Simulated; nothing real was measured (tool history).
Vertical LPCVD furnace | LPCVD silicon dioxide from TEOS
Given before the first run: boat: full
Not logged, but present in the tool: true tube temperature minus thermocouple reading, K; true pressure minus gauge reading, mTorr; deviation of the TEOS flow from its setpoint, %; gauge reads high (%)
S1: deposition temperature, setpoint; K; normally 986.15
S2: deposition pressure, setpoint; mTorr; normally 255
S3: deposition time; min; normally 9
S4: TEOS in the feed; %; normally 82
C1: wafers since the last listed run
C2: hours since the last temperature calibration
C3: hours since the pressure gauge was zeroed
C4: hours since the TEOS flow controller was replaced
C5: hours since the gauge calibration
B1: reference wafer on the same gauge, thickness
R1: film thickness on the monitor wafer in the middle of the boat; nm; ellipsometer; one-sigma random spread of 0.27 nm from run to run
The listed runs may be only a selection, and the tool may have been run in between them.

run	day	S1	S2	S3	S4	C1	C2	C3	C4	C5	B1	R1
1	0	986.15	220	12	82	0	1538.2	4387.8	6121.2	191.2	80.04	125.73
2	0.475	986.15	220	12	82	125	1549.6	4399.2	6132.6	202.6	80.03	125.13
3	1.079	986.15	255	9	82	159	1564.1	4413.7	6147.1	217.1	80.1	101.72
4	1.467	986.15	255	9	82	102	1573.4	4423	6156.4	226.4	80.14	101.64
5	2.117	986.15	255	9	82	171	1589	4438.6	6172	242	80.19	101.69
6	2.454	986.15	255	9	82	89	1597.1	4446.7	6180.1	250.1	80.06	101.34
7	2.946	986.15	225	9	82	129	1608.9	4458.5	6191.9	261.9	80.12	95.27
8	3.496	986.15	255	9	82	145	1622.1	4471.7	6205.1	275.1	79.95	101.91
9	4.033	996.15	255	9	82	142	1635	4484.6	6218	288	80.05	127.6
10	4.396	986.15	255	10.5	89	95	1643.7	4493.3	6226.7	296.7	80	124.45
11	5.108	986.15	200	9	82	188	1660.8	4510.4	6243.8	313.8	79.95	90.48
12	5.621	986.15	200	9	94	135	1673.1	4522.7	6256.1	326.1	80.06	96.4
13	6.358	986.15	255	9	82	194	1690.8	4540.4	6273.8	343.8	80.02	101.86
14	7.054	986.15	255	9	82	183	1707.5	4557.1	6290.5	360.5	80.1	102.01
15	7.633	986.15	255	9	82	153	1721.4	4571	6304.4	374.4	80.02	102.46
16	8.179	978.15	255	9	73	144	1734.5	4584.1	6317.5	387.5	80.16	80.57
17	8.654	986.15	290	9	82	125	1745.9	4595.5	6328.9	398.9	80.08	109.04
18	8.962	997.15	255	6.5	82	81	1753.3	4602.9	6336.3	406.3	80.17	94.29
# day 10.054: thermocouples replaced and temperature profile calibrated
# day 10.104: pressure gauge zeroed
19	10.125	986.15	255	9	82	30	1.7	0.5	6364.2	434.2	80.1	92.01
20	10.317	997.15	255	6.5	82	50	6.3	5.1	6368.8	438.8	80.1	84.76
21	10.508	990.15	255	9	82	50	10.9	9.7	6373.4	443.4	80.22	100.55
# day 11.712: gauge calibrated
# day 11.871: TEOS flow controller replaced
22	11.892	981.15	305	9	68	101	44.1	42.9	0.5	4.3	80.12	81.54
23	12.083	986.15	255	9	70	50	48.7	47.5	5.1	8.9	80.25	84.64
24	12.429	986.15	255	5.5	82	91	57	55.8	13.4	17.2	80.08	55.97
25	13.062	986.15	255	9	82	167	72.2	71	28.6	32.4	80.16	92.27
26	13.808	993.15	235	9	71	197	90.1	88.9	46.5	50.3	80.08	96.17
27	14.467	986.15	255	7	82	174	105.9	104.7	62.3	66.1	80.09	71.98
28	15.271	986.15	285	9	82	212	125.2	124	81.6	85.4	80.12	97.34
29	15.688	986.15	255	9	82	110	135.2	134	91.6	95.4	80.19	92.35
30	16.429	986.15	220	9	90	196	153	151.8	109.4	113.2	80.2	89.69
31	16.958	981.15	255	12	90	139	165.7	164.5	122.1	125.9	80.12	115.55
32	17.296	986.15	255	9	82	89	173.8	172.6	130.2	134	80	92.95

3 ways to go on from here, each from the tool as it stands after run 32. What would each give?
A	17.492	986.15	255	9	82	51	178.5	177.3	134.9	138.7	?	?
B	17.492	996.15	230	5.5	91	51	178.5	177.3	134.9	138.7	?	?
C	17.492	982.15	235	12	69	51	178.5	177.3	134.9	138.7	?	?

run	B1	R1
A	80.17	92.45
B	80.17	70.71
C	80.17	99.12
Without the tool's hidden state the same runs would have given:
run	R1
A	91.54
B	70.03
C	98.14
